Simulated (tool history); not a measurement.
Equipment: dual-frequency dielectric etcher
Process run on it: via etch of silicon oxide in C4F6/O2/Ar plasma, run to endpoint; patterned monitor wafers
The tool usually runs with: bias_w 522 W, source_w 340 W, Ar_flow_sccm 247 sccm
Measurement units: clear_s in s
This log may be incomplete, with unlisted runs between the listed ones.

| run | hour | bias_w | source_w | Ar_flow_sccm | wafers since the last listed run | hours since the last wet clean | hours since the last bias power generator calibration | hours since the last source power generator calibration | hours since the last Ar flow controller change | hours since the last upper electrode change | incoming incoming film thickness, nm | clear_s |
|---|---|---|---|---|---|---|---|---|---|---|---|---|
| 1 | 0.0 | 522 | 390 | 247 | 0 | 325.5 | 4004.1 | 4253.2 | 1633.5 | 2478.7 | 115.0 | 21.3 |
| 2 | 10.9 | 522 | 390 | 247 | 182 | 336.4 | 4015.0 | 4264.1 | 1644.4 | 2489.6 | 115.3 | 21.1 |
| 3 | 27.5 | 522 | 340 | 247 | 277 | 353.0 | 4031.6 | 4280.7 | 1661.0 | 2506.2 | 113.8 | 21.9 |
| 4 | 39.6 | 522 | 340 | 247 | 202 | 365.1 | 4043.7 | 4292.8 | 1673.1 | 2518.3 | 114.7 | 22.0 |
| 5 | 50.4 | 522 | 340 | 247 | 180 | 375.9 | 4054.5 | 4303.6 | 1683.9 | 2529.1 | 114.3 | 22.0 |
| 6 | 67.0 | 522 | 340 | 247 | 277 | 392.5 | 4071.1 | 4320.2 | 1700.5 | 2545.7 | 114.0 | 21.8 |
| 7 | 84.5 | 439 | 340 | 247 | 292 | 410.0 | 4088.6 | 4337.7 | 1718.0 | 2563.2 | 116.1 | 23.9 |
| 8 | 102.0 | 439 | 340 | 247 | 292 | 427.5 | 4106.1 | 4355.2 | 1735.5 | 2580.7 | 113.5 | 23.5 |
|  | 116.9 | source power generator calibrated |
| 9 | 117.4 | 522 | 340 | 247 | 190 | 442.9 | 4121.5 | 0.5 | 1750.9 | 2596.1 | 116.3 | 21.8 |
| 10 | 121.6 | 522 | 340 | 247 | 70 | 447.1 | 4125.7 | 4.7 | 1755.1 | 2600.3 | 115.0 | 21.9 |
| 11 | 135.5 | 522 | 340 | 247 | 232 | 461.0 | 4139.6 | 18.6 | 1769.0 | 2614.2 | 114.6 | 21.7 |
|  | 171.9 | Ar flow controller replaced |
|  | 172.3 | wet clean of the chamber |
| 12 | 173.7 | 522 | 380 | 278 | 531 | 1.4 | 4177.8 | 56.8 | 1.8 | 2652.4 | 114.0 | 22.3 |
|  | 200.6 | upper electrode replaced |
| 13 | 201.7 | 522 | 280 | 229 | 66 | 29.4 | 4205.8 | 84.8 | 29.8 | 1.1 | 115.0 | 24.2 |
| 14 | 219.0 | 522 | 280 | 200 | 289 | 46.7 | 4223.1 | 102.1 | 47.1 | 18.4 | 112.7 | 23.4 |
|  | 235.9 | bias power generator calibrated |
| 15 | 236.4 | 522 | 300 | 247 | 224 | 64.1 | 0.5 | 119.5 | 64.5 | 35.8 | 113.9 | 23.6 |
| 16 | 240.5 | 522 | 340 | 247 | 68 | 68.2 | 4.6 | 123.6 | 68.6 | 39.9 | 114.0 | 22.9 |
| 17 | 254.5 | 522 | 340 | 215 | 234 | 82.2 | 18.6 | 137.6 | 82.6 | 53.9 | 115.2 | 22.6 |
| 18 | 267.7 | 522 | 340 | 247 | 220 | 95.4 | 31.8 | 150.8 | 95.8 | 67.1 | 114.7 | 22.8 |
| 19 | 274.6 | 483 | 370 | 226 | 115 | 102.3 | 38.7 | 157.7 | 102.7 | 74.0 | 114.7 | 22.6 |

Predict the results of run 20:
| 20 | 288.5 | 403 | 390 | 247 | 232 | 116.2 | 52.6 | 171.6 | 116.6 | 87.9 | 114.3 | ? |

Run 20 came out at clear_s 24.6 s.
The same run, on a tool lacking any hidden state, would have yielded clear_s 24.8 s.
